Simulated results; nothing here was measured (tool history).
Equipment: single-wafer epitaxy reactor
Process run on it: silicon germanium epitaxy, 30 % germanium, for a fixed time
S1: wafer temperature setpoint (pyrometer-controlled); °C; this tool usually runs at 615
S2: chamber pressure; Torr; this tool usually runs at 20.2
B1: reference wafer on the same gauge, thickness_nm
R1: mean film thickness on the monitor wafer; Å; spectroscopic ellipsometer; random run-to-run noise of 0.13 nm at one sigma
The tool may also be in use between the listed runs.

run 1 hour=0.0 | S1=607 S2=20.2 | B1=85.857 | R1=715.20
run 2 hour=11.2 | S1=607 S2=20.2 | B1=85.923 | R1=713.54
run 3 hour=21.3 | S1=607 S2=20.2 | B1=85.908 | R1=715.17
run 4 hour=30.2 | S1=615 S2=20.2 | B1=85.888 | R1=837.94
run 5 hour=48.0 | S1=615 S2=20.2 | B1=85.891 | R1=836.57
run 6 hour=65.1 | S1=615 S2=20.2 | B1=85.916 | R1=838.09
run 7 hour=73.2 | S1=615 S2=20.2 | B1=85.850 | R1=838.73
run 8 hour=90.7 | S1=615 S2=20.2 | B1=85.863 | R1=838.09
run 9 hour=100.9 | S1=615 S2=20.2 | B1=85.886 | R1=841.08
run 10 hour=117.3 | S1=615 S2=20.2 | B1=85.899 | R1=841.53
run 11 hour=129.8 | S1=615 S2=20.2 | B1=85.921 | R1=838.90
-- hour=147.6 showerhead replaced
run 12 hour=148.1 | S1=615 S2=20.2 | B1=85.933 | R1=843.01
run 13 hour=156.0 | S1=615 S2=18.6 | B1=85.894 | R1=800.21
run 14 hour=173.6 | S1=615 S2=18.3 | B1=85.929 | R1=793.55
run 15 hour=190.4 | S1=615 S2=18.3 | B1=85.903 | R1=793.58
-- hour=204.9 gauge calibrated
-- hour=208.1 capacitance manometer re-zeroed and calibrated
run 16 hour=208.6 | S1=625 S2=16.8 | B1=85.867 | R1=860.96
run 17 hour=217.2 | S1=603 S2=17.1 | B1=85.903 | R1=574.52
run 18 hour=232.6 | S1=610 S2=23.4 | B1=85.852 | R1=806.55
run 19 hour=247.9 | S1=611 S2=20.2 | B1=85.889 | R1=754.25
-- hour=260.6 pyrometer calibrated
run 20 hour=262.5 | S1=622 S2=23.0 | B1=85.900 | R1=915.00
run 21 hour=276.0 | S1=622 S2=20.2 | B1=85.900 | R1=848.90
run 22 hour=285.8 | S1=626 S2=23.6 | B1=85.932 | R1=1003.47
run 23 hour=294.1 | S1=615 S2=20.2 | B1=85.930 | R1=742.60
run 24 hour=307.5 | S1=610 S2=16.4 | B1=85.861 | R1=586.32
run 25 hour=322.9 | S1=607 S2=20.2 | B1=85.910 | R1=638.70
run 26 hour=329.0 | S1=623 S2=16.3 | B1=85.935 | R1=749.90
run 27 hour=336.7 | S1=619 S2=22.0 | B1=85.927 | R1=849.65
run 28 hour=344.8 | S1=615 S2=20.2 | B1=85.911 | R1=746.48
run 29 hour=356.5 | S1=609 S2=20.2 | B1=85.926 | R1=662.83
run 30 hour=363.5 | S1=630 S2=23.6 | B1=85.889 | R1=1091.14

Run 31 comes next. What will it give?
run 31 hour=377.8 | S1=601 S2=15.8 | B1=? | R1=?

{"run 31": {"B1": 85.881, "R1": 478.51}}
Without the tool's hidden state the same run would have given R1 472.81 Å.

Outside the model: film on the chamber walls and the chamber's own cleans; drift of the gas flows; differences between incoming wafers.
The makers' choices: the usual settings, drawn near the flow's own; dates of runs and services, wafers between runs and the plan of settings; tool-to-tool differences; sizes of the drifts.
